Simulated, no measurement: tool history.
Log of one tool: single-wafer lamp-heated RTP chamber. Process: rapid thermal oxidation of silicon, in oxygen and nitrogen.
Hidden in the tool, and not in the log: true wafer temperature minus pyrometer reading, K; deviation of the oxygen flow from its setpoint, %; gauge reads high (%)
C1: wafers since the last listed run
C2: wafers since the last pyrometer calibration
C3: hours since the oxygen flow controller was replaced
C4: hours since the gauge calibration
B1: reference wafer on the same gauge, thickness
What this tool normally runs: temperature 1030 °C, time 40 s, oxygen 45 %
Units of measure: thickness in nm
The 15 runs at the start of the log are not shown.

Run 16, hour 219.4: usual settings but temperature 1010 °C, oxygen 58 %; C1 159; C2 212; C3 67.4; C4 366.0; B1 4.320. Result: thickness 4.650 nm.
At hour 227.9: gauge calibrated.
Run 17, hour 231.0: usual settings but temperature 1046 °C, time 59 s; C1 129; C2 342; C3 79.0; C4 3.1; B1 4.318. Result: thickness 6.471 nm.
Run 18, hour 239.0: usual settings; C1 89; C2 431; C3 87.0; C4 11.1; B1 4.320. Result: thickness 4.920 nm.
Run 19, hour 254.7: usual settings but time 52 s; C1 175; C2 607; C3 102.7; C4 26.8; B1 4.318. Result: thickness 5.488 nm.
At hour 279.1: pyrometer window cleaned and pyrometer calibrated, repeated, since the last time left the tool worse.
Run 20, hour 279.6: usual settings; C1 188; C2 5; C3 127.6; C4 51.7; B1 4.319. Result: thickness 4.820 nm.
Run 21, hour 288.2: usual settings but temperature 1040 °C, time 52 s, oxygen 22 %; C1 95; C2 101; C3 136.2; C4 60.3; B1 4.316. Result: thickness 4.567 nm.
Run 22, hour 301.8: usual settings but temperature 1002 °C; C1 151; C2 253; C3 149.8; C4 73.9; B1 4.318. Result: thickness 4.031 nm.
Run 23, hour 312.1: usual settings but temperature 1040 °C, time 51 s, oxygen 72 %; C1 114; C2 367; C3 160.1; C4 84.2; B1 4.319. Result: thickness 6.770 nm.
Run 24, hour 323.6: usual settings but temperature 1003 °C, time 30 s, oxygen 70 %; C1 128; C2 496; C3 171.6; C4 95.7; B1 4.324. Result: thickness 4.166 nm.
Run 25, hour 337.3: usual settings; C1 152; C2 649; C3 185.3; C4 109.4; B1 4.322. Result: thickness 4.846 nm.
Run 26, hour 346.5: usual settings; C1 102; C2 751; C3 194.5; C4 118.6; B1 4.317. Result: thickness 4.831 nm.
Run 27, hour 353.1: usual settings but temperature 1046 °C, time 21 s; C1 73; C2 825; C3 201.1; C4 125.2; B1 4.322. Result: thickness 4.176 nm.
Run 28, hour 366.1: usual settings; C1 145; C2 970; C3 214.1; C4 138.2; B1 4.321. Result: thickness 4.849 nm.
Run 29, hour 379.3: usual settings but time 26 s, oxygen 34 %; C1 147; C2 1118; C3 227.3; C4 151.4; B1 4.323. Result: thickness 3.769 nm.
Run 30, hour 395.4: usual settings; C1 179; C2 1297; C3 243.4; C4 167.5; B1 4.324. Result: thickness 4.867 nm.

What if the next run were any one of these 5? Each begins from the tool's condition after run 30:
Run A, hour 395.8: usual settings but oxygen 21 %; C1 4; C2 1302; C3 243.8; C4 167.9; B1 ?. Result: thickness ?.
Run B, hour 395.8: usual settings but temperature 1050 °C, time 48 s, oxygen 62 %; C1 4; C2 1302; C3 243.8; C4 167.9; B1 ?. Result: thickness ?.
Run C, hour 395.8: usual settings but temperature 1019 °C; C1 4; C2 1302; C3 243.8; C4 167.9; B1 ?. Result: thickness ?.
Run D, hour 395.8: usual settings but time 25 s; C1 4; C2 1302; C3 243.8; C4 167.9; B1 ?. Result: thickness ?.
Run E, hour 395.8: usual settings but time 49 s; C1 4; C2 1302; C3 243.8; C4 167.9; B1 ?. Result: thickness ?.

run     B1  thickness
  A  4.322      3.835
  B  4.322      6.726
  C  4.322      4.524
  D  4.322      4.033
  E  4.322      5.301
With no hidden state in the tool, these same runs would have given:
run  thickness
  A      3.811
  B      6.679
  C      4.493
  D      4.007
  E      5.263
